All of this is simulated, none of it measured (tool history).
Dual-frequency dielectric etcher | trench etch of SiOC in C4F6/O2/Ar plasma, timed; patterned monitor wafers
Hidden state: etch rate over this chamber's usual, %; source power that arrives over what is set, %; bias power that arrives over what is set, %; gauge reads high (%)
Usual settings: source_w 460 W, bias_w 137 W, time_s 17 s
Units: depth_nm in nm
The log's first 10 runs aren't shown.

run   hour  source_w  bias_w  time_s  wafers since the last listed run  hours since the last wet clean  hours since the last source power generator calibration  hours since the last bias power generator calibration  hours since the last upper electrode change  hours since the gauge calibration  read-back reference wafer on the same gauge, depth_nm  depth_nm
     268.7  -- source power generator calibrated
 11  277.2       460     137      17                               368                           240.8                                                      8.5                                                 3356.1                                       2774.5                              252.5                                                  38.66     37.73
 12  299.4       460     150      17                               462                           263.0                                                     30.7                                                 3378.3                                       2796.7                              274.7                                                  38.61     38.90
 13  320.4       460     114      17                               437                           284.0                                                     51.7                                                 3399.3                                       2817.7                              295.7                                                  38.62     35.34
 14  352.0       460     137      17                               658                           315.6                                                     83.3                                                 3430.9                                       2849.3                              327.3                                                  38.57     37.52
 15  382.1       460     137      17                               626                           345.7                                                    113.4                                                 3461.0                                       2879.4                              357.4                                                  38.71     37.44
 16  457.4       460     123      17                              1568                           421.0                                                    188.7                                                 3536.3                                       2954.7                              432.7                                                  38.67     37.69
 17  473.3       460     149      17                               331                           436.9                                                    204.6                                                 3552.2                                       2970.6                              448.6                                                  38.62     38.97
     522.2  -- wet clean of the chamber
 18  522.7       490     171      20                               528                             0.5                                                    254.0                                                 3601.6                                       3020.0                              498.0                                                  38.59     47.78
 19  533.6       370     137      17                               226                            11.4                                                    264.9                                                 3612.5                                       3030.9                              508.9                                                  38.61     32.61

The next listed run, before its measurement:
 20  561.3       460     103      14                               576                            39.1                                                    292.6                                                 3640.2                                       3058.6                              536.6                                                      ?         ?

{"run 20": {"read-back reference wafer on the same gauge, depth_nm": 38.54, "depth_nm": 28.54}}
Without the tool's hidden state the same run would have given depth_nm 28.44 nm.
